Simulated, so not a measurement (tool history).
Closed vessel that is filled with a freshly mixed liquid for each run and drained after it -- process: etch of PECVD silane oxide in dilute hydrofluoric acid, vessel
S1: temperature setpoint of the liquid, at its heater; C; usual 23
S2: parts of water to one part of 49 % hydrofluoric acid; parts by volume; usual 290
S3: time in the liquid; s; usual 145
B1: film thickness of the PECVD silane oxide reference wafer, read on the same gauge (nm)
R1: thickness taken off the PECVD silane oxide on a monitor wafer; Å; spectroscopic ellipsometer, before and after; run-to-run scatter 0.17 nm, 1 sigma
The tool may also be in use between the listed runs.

| run | hour | S1 | S2 | S3 | B1 | R1 |
|---|---|---|---|---|---|---|
| 1 | 0 | 23 | 290 | 110 | 110.05 | 151.8 |
| 2 | 46 | 23 | 290 | 110 | 109.97 | 153.4 |
| 3 | 93.4 | 23 | 290 | 145 | 110.01 | 201.9 |
| 4 | 136.1 | 23 | 290 | 145 | 109.99 | 205 |
| 5 | 188 | 23 | 290 | 145 | 110 | 203.9 |
| 6 | 253.4 | 23 | 290 | 170 | 110 | 238.2 |
| 7 | 277.4 | 23 | 290 | 170 | 109.95 | 240.4 |
| 8 | 336.9 | 23 | 395 | 180 | 110.01 | 169.4 |
| 9 | 371.9 | 23 | 395 | 180 | 109.98 | 172.8 |
| 10 | 438 | 23 | 395 | 180 | 109.95 | 174.4 |
| 11 | 476.5 | 23 | 290 | 145 | 109.97 | 206.7 |
|  | 486.2 | thermometer replaced |
| 12 | 505.5 | 23 | 290 | 185 | 110 | 259.6 |
| 13 | 563.3 | 23 | 290 | 145 | 110.01 | 205.5 |
|  | 581.1 | hydrofluoric acid flow meter replaced |
| 14 | 630 | 24.5 | 360 | 145 | 109.96 | 172.7 |
| 15 | 689.8 | 26 | 340 | 145 | 110 | 198.1 |
| 16 | 714 | 19 | 205 | 165 | 110 | 328 |
| 17 | 750.7 | 23 | 290 | 145 | 110 | 217.5 |
| 18 | 811.2 | 20.5 | 400 | 105 | 110.03 | 96 |
|  | 859.9 | hydrofluoric acid flow meter replaced, repeated, since the last time left the tool worse |
| 19 | 870.3 | 23 | 290 | 145 | 110.06 | 195.5 |
| 20 | 908 | 23 | 290 | 110 | 109.98 | 150.9 |
|  | 950 | gauge calibrated |
| 21 | 975.1 | 23 | 290 | 145 | 110.02 | 196 |
| 22 | 1018.8 | 27.5 | 380 | 225 | 110.06 | 249.4 |
| 23 | 1056.9 | 23 | 290 | 145 | 110 | 196 |
| 24 | 1196.5 | 23 | 380 | 145 | 109.99 | 138.6 |
| 25 | 1266.6 | 23 | 290 | 145 | 110.02 | 201.8 |
| 26 | 1327.6 | 23 | 290 | 200 | 109.98 | 279 |
| 27 | 1379.3 | 23 | 290 | 115 | 110.04 | 159.8 |
| 28 | 1497.7 | 23 | 435 | 145 | 110.03 | 118.1 |
| 29 | 1559.1 | 23 | 385 | 100 | 110.03 | 95.7 |
| 30 | 1605.2 | 25.5 | 290 | 145 | 109.93 | 222.4 |
| 31 | 1640.5 | 23 | 195 | 145 | 109.96 | 331.4 |
| 32 | 1692.8 | 28 | 290 | 145 | 110 | 244.4 |

Alternative continuations, all from the tool just after run 32; predict every row:
| A | 1693.5 | 23 | 290 | 70 | ? | ? |
| B | 1693.5 | 18.5 | 290 | 125 | ? | ? |
| C | 1693.5 | 19.5 | 205 | 220 | ? | ? |
| D | 1693.5 | 27.5 | 340 | 225 | ? | ? |
| E | 1693.5 | 27 | 290 | 80 | ? | ? |

| run | B1 | R1 |
|---|---|---|
| A | 110 | 97.8 |
| B | 110 | 148.1 |
| C | 110 | 412.9 |
| D | 110 | 298.4 |
| E | 110 | 128.5 |
Had the tool no hidden state, the same runs would have come out as:
| run | R1 |
|---|---|
| A | 91.5 |
| B | 138.7 |
| C | 387.7 |
| D | 278.1 |
| E | 120 |

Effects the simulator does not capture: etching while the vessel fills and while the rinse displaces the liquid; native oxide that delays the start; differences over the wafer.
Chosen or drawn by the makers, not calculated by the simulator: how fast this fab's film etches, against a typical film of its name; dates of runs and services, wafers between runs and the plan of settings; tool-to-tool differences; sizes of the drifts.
